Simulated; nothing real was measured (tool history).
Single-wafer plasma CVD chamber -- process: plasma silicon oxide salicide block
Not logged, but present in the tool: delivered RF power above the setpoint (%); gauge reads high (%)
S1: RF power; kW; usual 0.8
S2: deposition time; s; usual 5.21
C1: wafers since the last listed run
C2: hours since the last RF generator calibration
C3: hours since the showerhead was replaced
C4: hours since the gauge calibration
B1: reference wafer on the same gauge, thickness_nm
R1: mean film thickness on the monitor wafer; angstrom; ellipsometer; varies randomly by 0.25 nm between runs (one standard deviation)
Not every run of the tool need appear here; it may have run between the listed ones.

run 1 hour=0 | S1=0.8 S2=5.21 | C1=0 C2=74.6 C3=2056.8 C4=754.5 | B1=62.437 | R1=542.84
run 2 hour=89.9 | S1=0.8 S2=5.21 | C1=4207 C2=164.5 C3=2146.7 C4=844.4 | B1=62.399 | R1=545.63
run 3 hour=194.8 | S1=0.8 S2=5.21 | C1=4909 C2=269.4 C3=2251.6 C4=949.3 | B1=62.408 | R1=545.99
run 4 hour=294.3 | S1=0.8 S2=5.21 | C1=4656 C2=368.9 C3=2351.1 C4=1048.8 | B1=62.437 | R1=551.51
run 5 hour=401.2 | S1=0.8 S2=5.21 | C1=5003 C2=475.8 C3=2458 C4=1155.7 | B1=62.519 | R1=546.15
run 6 hour=479.7 | S1=0.8 S2=5.21 | C1=3673 C2=554.3 C3=2536.5 C4=1234.2 | B1=62.502 | R1=547.57
run 7 hour=782.9 | S1=0.8 S2=5.21 | C1=14190 C2=857.5 C3=2839.7 C4=1537.4 | B1=62.504 | R1=546.16
run 8 hour=854.2 | S1=0.8 S2=5.21 | C1=3336 C2=928.8 C3=2911 C4=1608.7 | B1=62.579 | R1=546.07
-- hour=927.6 gauge calibrated
run 9 hour=931.7 | S1=0.8 S2=5.21 | C1=3627 C2=1006.3 C3=2988.5 C4=4.1 | B1=62.518 | R1=543.24
-- hour=981.9 RF generator calibrated
run 10 hour=989.5 | S1=0.8 S2=5.21 | C1=2330 C2=7.6 C3=3046.3 C4=61.9 | B1=62.495 | R1=546.82
run 11 hour=1080.2 | S1=0.8 S2=5.21 | C1=4244 C2=98.3 C3=3137 C4=152.6 | B1=62.485 | R1=543.81
run 12 hour=1121.8 | S1=0.8 S2=5.21 | C1=1946 C2=139.9 C3=3178.6 C4=194.2 | B1=62.52 | R1=544.35
-- hour=1138.7 showerhead replaced
run 13 hour=1182.7 | S1=0.885 S2=5.21 | C1=2475 C2=200.8 C3=44 C4=255.1 | B1=62.458 | R1=556.96
run 14 hour=1250.8 | S1=0.645 S2=4.91 | C1=3187 C2=268.9 C3=112.1 C4=323.2 | B1=62.503 | R1=485.23
run 15 hour=1356.1 | S1=0.8 S2=5.21 | C1=4928 C2=374.2 C3=217.4 C4=428.5 | B1=62.451 | R1=545.17
run 16 hour=1398.1 | S1=0.8 S2=4.35 | C1=1965 C2=416.2 C3=259.4 C4=470.5 | B1=62.516 | R1=452.81
run 17 hour=1497.3 | S1=0.935 S2=5.21 | C1=4642 C2=515.4 C3=358.6 C4=569.7 | B1=62.519 | R1=565.38
run 18 hour=1578.5 | S1=0.91 S2=4.65 | C1=3800 C2=596.6 C3=439.8 C4=650.9 | B1=62.541 | R1=502.39
run 19 hour=1868.2 | S1=0.675 S2=5.78 | C1=13558 C2=886.3 C3=729.5 C4=940.6 | B1=62.478 | R1=581.81
-- hour=1940.6 RF generator calibrated
run 20 hour=1950.3 | S1=0.715 S2=5.21 | C1=3467 C2=9.7 C3=811.6 C4=1022.7 | B1=62.537 | R1=531.85

What if the next run were any one of these 3? Each begins from the tool's condition after run 20:
run A hour=1950.7 | S1=0.8 S2=5.21 | C1=18 C2=10.1 C3=812 C4=1023.1 | B1=? | R1=?
run B hour=1950.7 | S1=0.71 S2=5.5 | C1=18 C2=10.1 C3=812 C4=1023.1 | B1=? | R1=?
run C hour=1950.7 | S1=0.68 S2=6.07 | C1=18 C2=10.1 C3=812 C4=1023.1 | B1=? | R1=?

run=A B1=62.429 R1=540.94
run=B B1=62.429 R1=554.21
run=C B1=62.429 R1=605.15
The same runs, with their run-to-run variation unchanged, on a tool lacking any hidden condition would have given:
run=A R1=540.94
run=B R1=554.21
run=C R1=605.15

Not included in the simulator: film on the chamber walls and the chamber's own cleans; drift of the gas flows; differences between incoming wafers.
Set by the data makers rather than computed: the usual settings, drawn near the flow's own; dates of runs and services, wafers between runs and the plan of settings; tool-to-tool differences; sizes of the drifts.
